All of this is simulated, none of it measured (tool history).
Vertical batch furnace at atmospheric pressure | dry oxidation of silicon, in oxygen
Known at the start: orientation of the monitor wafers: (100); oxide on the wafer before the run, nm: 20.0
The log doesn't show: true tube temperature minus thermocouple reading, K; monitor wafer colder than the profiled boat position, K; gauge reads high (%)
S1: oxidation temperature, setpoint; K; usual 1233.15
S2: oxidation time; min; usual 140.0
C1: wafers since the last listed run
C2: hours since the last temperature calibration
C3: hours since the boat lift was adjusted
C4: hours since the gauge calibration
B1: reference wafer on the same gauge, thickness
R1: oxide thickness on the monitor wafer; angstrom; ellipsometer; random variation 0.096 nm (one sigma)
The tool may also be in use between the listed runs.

run,hour,S1,S2,C1,C2,C3,C4,B1,R1
1,0.0,1233.15,140.0,0,1681.8,2975.4,47.7,66.69,665.7
2,19.3,1233.15,140.0,230,1701.1,2994.7,67.0,66.69,665.6
3,35.1,1233.15,140.0,188,1716.9,3010.5,82.8,66.65,667.0
4,46.2,1214.15,104.5,132,1728.0,3021.6,93.9,66.66,491.8
5,63.2,1251.15,167.0,202,1745.0,3038.6,110.9,66.73,836.6
6,83.5,1251.15,167.0,242,1765.3,3058.9,131.2,66.71,837.0
7,95.2,1251.15,167.0,139,1777.0,3070.6,142.9,66.69,834.5
8,109.4,1233.15,160.0,169,1791.2,3084.8,157.1,66.70,723.5
# hour 177.6: boat lift adjusted
9,178.1,1219.15,116.0,532,1859.9,0.5,225.8,66.68,541.1
# hour 183.0: gauge calibrated
# hour 211.2: thermocouples replaced and temperature profile calibrated
10,211.7,1257.15,98.5,114,0.5,34.1,28.7,66.67,606.0
11,216.8,1233.15,140.0,60,5.6,39.2,33.8,66.70,646.1
12,234.3,1255.15,70.5,208,23.1,56.7,51.3,66.72,492.6
13,255.8,1233.15,140.0,256,44.6,78.2,72.8,66.72,648.9
14,277.4,1258.15,140.0,257,66.2,99.8,94.4,66.71,760.6

4 ways to go on from here, each from the tool as it stands after run 14. What would each give?
A,282.6,1233.15,140.0,61,71.4,105.0,99.6,?,?
B,282.6,1254.15,98.0,61,71.4,105.0,99.6,?,?
C,282.6,1217.15,140.0,61,71.4,105.0,99.6,?,?
D,282.6,1233.15,80.0,61,71.4,105.0,99.6,?,?

run,B1,R1
A,66.73,647.5
B,66.73,594.5
C,66.73,575.6
D,66.73,468.9
Without the tool's hidden state the same runs would have given:
run,R1
A,642.5
B,590.1
C,570.4
D,465.6
